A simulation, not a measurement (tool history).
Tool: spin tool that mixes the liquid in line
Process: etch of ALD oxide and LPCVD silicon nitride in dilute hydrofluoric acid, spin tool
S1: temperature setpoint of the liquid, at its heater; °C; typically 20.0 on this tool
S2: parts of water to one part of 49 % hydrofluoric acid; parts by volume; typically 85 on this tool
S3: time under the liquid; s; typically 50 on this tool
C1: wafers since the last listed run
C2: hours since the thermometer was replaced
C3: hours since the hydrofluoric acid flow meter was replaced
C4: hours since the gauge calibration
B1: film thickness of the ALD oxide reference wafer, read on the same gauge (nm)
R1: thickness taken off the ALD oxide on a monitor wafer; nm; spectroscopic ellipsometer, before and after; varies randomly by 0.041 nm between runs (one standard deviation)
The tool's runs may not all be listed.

run	hour	S1	S2	S3	C1	C2	C3	C4	B1	R1
1	0.0	20.0	100	50	0	2482.3	1113.7	5.2	40.03	16.67
2	6.8	20.0	100	50	72	2489.1	1120.5	12.0	40.04	16.76
3	39.5	20.0	100	50	350	2521.8	1153.2	44.7	40.00	16.80
4	45.9	20.0	85	50	68	2528.2	1159.6	51.1	40.01	20.09
5	56.6	20.0	85	50	114	2538.9	1170.3	61.8	39.96	20.13
6	71.4	20.0	85	50	158	2553.7	1185.1	76.6	40.05	20.16
7	80.6	20.0	85	50	98	2562.9	1194.3	85.8	40.01	20.21
8	90.8	20.0	110	50	109	2573.1	1204.5	96.0	40.00	15.22
# hour 92.8: thermometer replaced
9	98.1	20.0	110	50	67	5.3	1211.8	103.3	40.00	13.98
10	113.8	22.0	85	50	168	21.0	1227.5	119.0	39.99	20.32
11	127.4	20.0	85	50	145	34.6	1241.1	132.6	40.01	18.66
12	143.4	20.0	85	50	171	50.6	1257.1	148.6	39.99	18.76
13	155.8	17.5	105	70	132	63.0	1269.5	161.0	39.99	18.67
14	171.9	20.0	50	65	172	79.1	1285.6	177.1	39.97	43.08
# hour 179.1: hydrofluoric acid flow meter replaced
15	188.9	20.0	85	50	171	96.1	9.8	194.1	39.99	16.62
16	197.5	20.0	85	50	92	104.7	18.4	202.7	40.02	16.58
# hour 200.8: gauge calibrated
17	208.0	20.0	75	35	112	115.2	28.9	7.2	40.02	13.33
18	222.2	20.0	55	50	152	129.4	43.1	21.4	40.00	26.58
19	233.8	24.5	55	25	124	141.0	54.7	33.0	40.03	16.06
20	244.2	17.0	120	75	111	151.4	65.1	43.4	39.98	15.04
21	256.7	21.5	60	35	133	163.9	77.6	55.9	40.01	18.18
22	266.7	22.5	95	65	107	173.9	87.6	65.9	40.05	21.29
23	280.9	20.0	85	25	152	188.1	101.8	80.1	40.00	8.40
24	297.4	23.0	85	80	176	204.6	118.3	96.6	39.96	30.35
25	303.7	24.5	85	30	67	210.9	124.6	102.9	39.99	12.12
26	318.0	20.0	100	35	153	225.2	138.9	117.2	39.97	9.84

What if the next run were any one of these 4? Each begins from the tool's condition after run 26:
A	318.4	25.0	85	50	4	225.6	139.3	117.6	?	?
B	318.4	20.0	45	50	4	225.6	139.3	117.6	?	?
C	318.4	17.0	110	25	4	225.6	139.3	117.6	?	?
D	318.4	20.0	85	75	4	225.6	139.3	117.6	?	?

run	B1	R1
A	40.01	20.69
B	40.01	33.43
C	40.01	5.61
D	40.01	25.34
With the hidden condition removed and each run's random variation left untouched, the same runs would have given:
run	R1
A	20.18
B	32.61
C	5.47
D	24.71

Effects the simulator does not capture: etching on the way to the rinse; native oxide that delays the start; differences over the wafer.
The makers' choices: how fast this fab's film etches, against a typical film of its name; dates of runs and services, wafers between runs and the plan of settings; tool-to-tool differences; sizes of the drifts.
